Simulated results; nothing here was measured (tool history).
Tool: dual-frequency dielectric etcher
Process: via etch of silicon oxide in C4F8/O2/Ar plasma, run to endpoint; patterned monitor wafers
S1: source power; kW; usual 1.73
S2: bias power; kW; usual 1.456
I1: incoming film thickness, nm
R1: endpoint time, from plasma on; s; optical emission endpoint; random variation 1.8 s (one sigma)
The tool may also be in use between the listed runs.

run	hour	S1	S2	I1	R1
1	0	1.73	1.456	1285.7	293
2	96.3	1.73	1.456	1283.3	295.6
3	125.2	1.73	1.456	1279.2	294.7
4	151.3	1.73	1.456	1289.1	300
5	174.5	1.73	1.456	1289.4	297.3
6	188.7	1.73	1.456	1278.5	298.2
7	204.3	1.73	1.456	1294.8	298.5
# hour 208.6: bias power generator calibrated
8	222.7	1.73	1.456	1282.7	296.2
9	244.8	1.73	1.702	1286.3	287.2
10	261.4	1.73	1.702	1283	287.2
# hour 306.5: wet clean of the chamber
# hour 308.3: upper electrode replaced
11	308.8	1.73	1.175	1295.3	321.7
12	317.5	1.43	1.246	1293.9	340.5
13	341.3	1.73	1.169	1293.2	324.5
14	376.6	1.73	1.456	1287	309.9
# hour 404.6: wet clean of the chamber, repeated, since the last time left the tool worse
15	405.1	1.86	1.324	1281.6	287.5
16	410.5	1.73	1.456	1280.9	286.4
# hour 443.5: source power generator calibrated
17	444.7	1.73	1.456	1273.9	288.4
18	479.5	1.73	1.456	1286.8	290.3
19	514.1	1.51	1.734	1288.2	293.1
20	576.9	1.54	1.794	1279.6	292.3
21	598.6	1.98	1.688	1287.8	268.3

Forecast each of these 3 alternatives for the next run:
A	599.1	2.05	1.456	1277.3	?
B	599.1	2.14	1.112	1277.3	?
C	599.1	1.48	1.172	1277.3	?

run	R1
A	274
B	285.1
C	323.1
Without the tool's hidden state the same runs would have given:
run	R1
A	269.5
B	280.4
C	317.8
